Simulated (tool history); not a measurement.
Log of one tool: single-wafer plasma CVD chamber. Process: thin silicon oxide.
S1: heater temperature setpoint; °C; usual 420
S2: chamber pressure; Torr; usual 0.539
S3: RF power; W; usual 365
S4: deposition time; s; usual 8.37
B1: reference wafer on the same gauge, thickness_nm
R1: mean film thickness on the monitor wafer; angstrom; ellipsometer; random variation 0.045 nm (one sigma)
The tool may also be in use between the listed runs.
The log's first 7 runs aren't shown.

run   hour   S1     S2   S3    S4      B1      R1
  8  326.5  420  0.539  310  8.37  10.691   91.81
  9  383.7  420  0.539  365  8.37  10.700   95.43
     411.7  -- gauge calibrated
 10  429.5  420  0.512  365  7.06  10.693   76.30
 11  488.3  420  0.512  365  7.06  10.717   75.89
 12  544.8  428  0.611  315  7.48  10.705   92.31
 13  612.7  426  0.658  410  8.37  10.717  118.96
 14  669.1  420  0.539  365  8.37  10.727   94.69
 15  735.6  428  0.660  320  8.37  10.706  111.72
     762.0  -- RF generator calibrated
 16  774.6  431  0.420  315  8.37  10.726   70.07

The next listed run, before its measurement:
 17  827.8  420  0.539  335  8.37   ?   ?

Run 17 gave B1 10.711, R1 93.17 angstrom.
Without the tool's hidden state the same run would have given R1 93.17 angstrom.
